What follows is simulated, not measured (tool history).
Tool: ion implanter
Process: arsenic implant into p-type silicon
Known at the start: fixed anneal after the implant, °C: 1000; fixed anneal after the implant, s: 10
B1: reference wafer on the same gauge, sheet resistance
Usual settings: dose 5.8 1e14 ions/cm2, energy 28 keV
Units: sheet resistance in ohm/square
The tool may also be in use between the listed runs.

{"run": 1, "day": 0.0, "dose": 5.8, "energy": 28, "B1": 145.73, "sheet resistance": 174.76}
{"run": 2, "day": 2.167, "dose": 5.8, "energy": 28, "B1": 146.09, "sheet resistance": 173.24}
{"run": 3, "day": 4.079, "dose": 5.8, "energy": 28, "B1": 145.66, "sheet resistance": 172.18}
{"run": 4, "day": 6.317, "dose": 5.8, "energy": 35, "B1": 145.73, "sheet resistance": 166.53}
{"run": 5, "day": 9.208, "dose": 5.8, "energy": 35, "B1": 146.18, "sheet resistance": 165.09}
{"run": 6, "day": 11.304, "dose": 5.8, "energy": 28, "B1": 146.08, "sheet resistance": 172.37}
{"run": 7, "day": 13.717, "dose": 5.8, "energy": 28, "B1": 146.08, "sheet resistance": 171.45}
{"run": 8, "day": 15.654, "dose": 5.21, "energy": 28, "B1": 145.75, "sheet resistance": 184.83}
{"run": 9, "day": 18.596, "dose": 5.21, "energy": 28, "B1": 146.04, "sheet resistance": 183.35}
{"day": 19.95, "done": "extraction supply calibrated"}
{"run": 10, "day": 19.971, "dose": 5.21, "energy": 28, "B1": 145.62, "sheet resistance": 183.33}
{"day": 20.1, "done": "gauge calibrated"}
{"run": 11, "day": 22.475, "dose": 5.8, "energy": 28, "B1": 146.2, "sheet resistance": 168.91}
{"run": 12, "day": 28.138, "dose": 6.33, "energy": 31, "B1": 145.84, "sheet resistance": 154.46}
{"run": 13, "day": 30.333, "dose": 7.13, "energy": 35.5, "B1": 146.23, "sheet resistance": 138.34}
{"run": 14, "day": 32.767, "dose": 4.96, "energy": 18, "B1": 146.1, "sheet resistance": 198.1}
{"day": 33.296, "done": "Faraday cup replaced and dose calibrated"}
{"run": 15, "day": 34.788, "dose": 4.72, "energy": 28, "B1": 146, "sheet resistance": 199.99}
{"run": 16, "day": 35.854, "dose": 5.8, "energy": 24.5, "B1": 146.01, "sheet resistance": 177.97}
{"run": 17, "day": 38.842, "dose": 5.8, "energy": 28, "B1": 145.97, "sheet resistance": 172.74}
{"run": 18, "day": 40.571, "dose": 5.8, "energy": 28, "B1": 146.26, "sheet resistance": 172.31}
{"run": 19, "day": 43.125, "dose": 4.56, "energy": 25, "B1": 146.23, "sheet resistance": 207.98}
{"run": 20, "day": 45.367, "dose": 6.31, "energy": 32.5, "B1": 145.91, "sheet resistance": 157.72}
{"run": 21, "day": 46.733, "dose": 4.08, "energy": 28, "B1": 145.84, "sheet resistance": 220.6}
{"run": 22, "day": 48.133, "dose": 5.8, "energy": 28, "B1": 145.47, "sheet resistance": 171.37}
{"run": 23, "day": 50.779, "dose": 7.26, "energy": 31, "B1": 146.41, "sheet resistance": 141.51}
{"run": 24, "day": 56.575, "dose": 5.8, "energy": 30.5, "B1": 146.01, "sheet resistance": 166.12}

Some steps in sheet resistance between neighbouring runs. How much of each would the tool show without its hidden state too (settings, what came in, random variation), and how much is left for the hidden state, with any gauge scatter that isn't in both results?
The hidden state here: deviation of the true dose from the Faraday cup's reading, %; deviation of the true energy from its setpoint, %; gauge reads high (%).
Run 13 -> 14: dose 7.13 -> 4.96, energy 35.5 -> 18. sheet resistance +59.76 ohm/square: hidden state -2.75, all else +62.51.
Run 14 -> 15: dose 4.96 -> 4.72, energy 18 -> 28, Faraday cup replaced and dose calibrated. sheet resistance +1.89 ohm/square: hidden state +7.17, all else -5.28.
Run 20 -> 21: dose 6.31 -> 4.08, energy 32.5 -> 28. sheet resistance +62.88 ohm/square: hidden state -0.84, all else +63.72.
